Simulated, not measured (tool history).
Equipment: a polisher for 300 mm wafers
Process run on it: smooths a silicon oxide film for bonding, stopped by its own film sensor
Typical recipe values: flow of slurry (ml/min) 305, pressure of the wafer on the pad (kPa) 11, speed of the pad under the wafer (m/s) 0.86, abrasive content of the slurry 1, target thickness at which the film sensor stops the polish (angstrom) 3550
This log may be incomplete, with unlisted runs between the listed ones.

run   hour  flow of slurry (ml/min)  pressure of the wafer on the pad (kPa)  speed of the pad under the wafer (m/s)  abrasive content of the slurry  target thickness at which the film sensor stops the polish (angstrom)  wafers since the last listed run  wafers polished on this pad  hours since the slurry nozzle was cleaned  hours since the head pressure was calibrated  hours since the slurry blender was calibrated  incoming thickness of the incoming film, nm  time until the film sensor stopped the polish (s)
  1      0                      305                                      11                                    0.86                               1                                                                   3550                                 0                          500                                       55.2                                         839.3                                             91                                          394                                                 82
  2   18.3                      305                                      11                                    0.86                               1                                                                   3550                               202                          703                                       73.5                                         857.6                                          109.3                                        385.7                                               62.1
      80.1  -- worn pad replaced by a new one
      86.6  -- slurry blender recalibrated
  3     89                      305                                      11                                    0.86                               1                                                                   3550                               715                           76                                      144.2                                         928.3                                            2.4                                        384.4                                               59.3
  4  115.5                      305                                      11                                    0.86                               1                                                                   3550                               292                          369                                      170.7                                         954.8                                           28.9                                        391.5                                               76.2
     143.2  -- head pressure recalibrated
  5  143.7                      305                                      11                                    0.86                               1                                                                   3550                               289                          658                                      198.9                                           0.5                                           57.1                                        389.3                                               69.8
  6  174.5                      305                                      11                                    0.64                               1                                                                   3550                               340                          999                                      229.7                                          31.3                                           87.9                                        383.3                                               74.4
     186.5  -- worn pad replaced by a new one
  7  198.5                      305                                      11                                    0.86                               1                                                                   3550                               221                          133                                      253.7                                          55.3                                          111.9                                        395.9                                                 84
  8  228.9                      305                                      11                                    0.86                               1                                                                   3550                               336                          469                                      284.1                                          85.7                                          142.3                                          384                                               58.6
     242.3  -- slurry nozzle cleaned
  9  255.8                      305                                      11                                    0.86                               1                                                                   3550                               286                          755                                       13.5                                         112.6                                          169.2                                        389.7                                               71.3
 10  276.3                      400                                     7.6                                    0.86                            1.15                                                                   3660                               226                          982                                         34                                         133.1                                          189.7                                        386.4                                               54.8
     279.3  -- slurry blender recalibrated
     290.9  -- worn pad replaced by a new one
 11  291.4                      265                                      11                                    0.86                             1.2                                                                   3550                               100                            5                                       49.1                                         148.2                                           12.1                                        389.3                                               64.3

Run 12, settings as shown, results not yet in. Your forecast:
 12  310.6                      305                                    12.4                                    0.86                               1                                                                   3550                               212                          217                                       68.3                                         167.4                                           31.3                                        389.9                                                  ?

Run 12 gave time until the film sensor stopped the polish (s) 64.9.
With the hidden condition absent and the run-to-run variation left alone, this run would have shown time until the film sensor stopped the polish (s) 64.9.

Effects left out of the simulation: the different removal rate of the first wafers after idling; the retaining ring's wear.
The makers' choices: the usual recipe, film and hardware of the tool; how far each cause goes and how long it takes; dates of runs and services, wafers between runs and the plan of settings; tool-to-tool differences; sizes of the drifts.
